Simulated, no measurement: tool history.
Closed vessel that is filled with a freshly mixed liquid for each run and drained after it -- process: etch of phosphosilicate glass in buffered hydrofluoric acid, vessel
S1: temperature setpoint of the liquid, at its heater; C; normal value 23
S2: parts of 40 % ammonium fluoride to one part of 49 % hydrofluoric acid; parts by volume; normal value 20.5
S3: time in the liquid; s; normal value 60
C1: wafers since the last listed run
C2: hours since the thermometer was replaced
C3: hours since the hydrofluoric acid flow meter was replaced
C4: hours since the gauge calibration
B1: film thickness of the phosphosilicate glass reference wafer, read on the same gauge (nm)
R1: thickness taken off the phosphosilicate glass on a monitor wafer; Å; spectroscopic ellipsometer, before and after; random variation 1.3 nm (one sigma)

run    hour    S1    S2  S3     C1      C2      C3      C4      B1      R1
  1       0    20  20.5  40      0   864.7  1404.5  1626.6  150.01   889.9
  2    46.5    23  22.5  85   4532   911.2    1451  1673.1  149.97  2127.3
  3   100.4    23  20.5  60   5253   965.1  1504.9    1727  149.98  1601.9
  4   180.8    23  20.5  60   7837  1045.5  1585.3  1807.4  150.04  1604.8
  5   276.9    23  20.5  60   9367  1141.6  1681.4  1903.5  149.99  1613.8
  6   371.4  26.5  20.5  60   9211  1236.1  1775.9    1998  149.96  1957.1
  7   436.8  26.5  20.5  60   6374  1301.5  1841.3  2063.4     150  1982.1
  8   528.1  26.5  20.5  60   8899  1392.8  1932.6  2154.7     150  1954.4
  9   601.6    23  18.5  35   7164  1466.3  2006.1  2228.2  150.01    1052
      631.8  -- hydrofluoric acid flow meter replaced
 10   682.3    23  18.5  35   7768    1547    50.5  2308.9  149.97  1050.3
 11   753.7    23  20.5  60   6959  1618.4   121.9  2380.3  149.99    1631
 12   855.1    23  20.5  60   9884  1719.8   223.3  2481.7  149.99  1637.9
 13   961.1    23  20.5  60  10332  1825.8   329.3  2587.7  150.01  1638.8
 14  1014.6    23  20.5  60   5214  1879.3   382.8  2641.2  150.02  1630.7
 15  1079.2    23  20.5  60   6296  1943.9   447.4  2705.8  150.01  1639.3

Predict the results of run 16:
 16  1117.9  26  18  45  3772  1982.6  486.1  2744.5   ?   ?

Run 16 gave B1 150.04, R1 1635.3 Å.
Had the tool carried no hidden state, the very same run would have given R1 1567.1 Å.
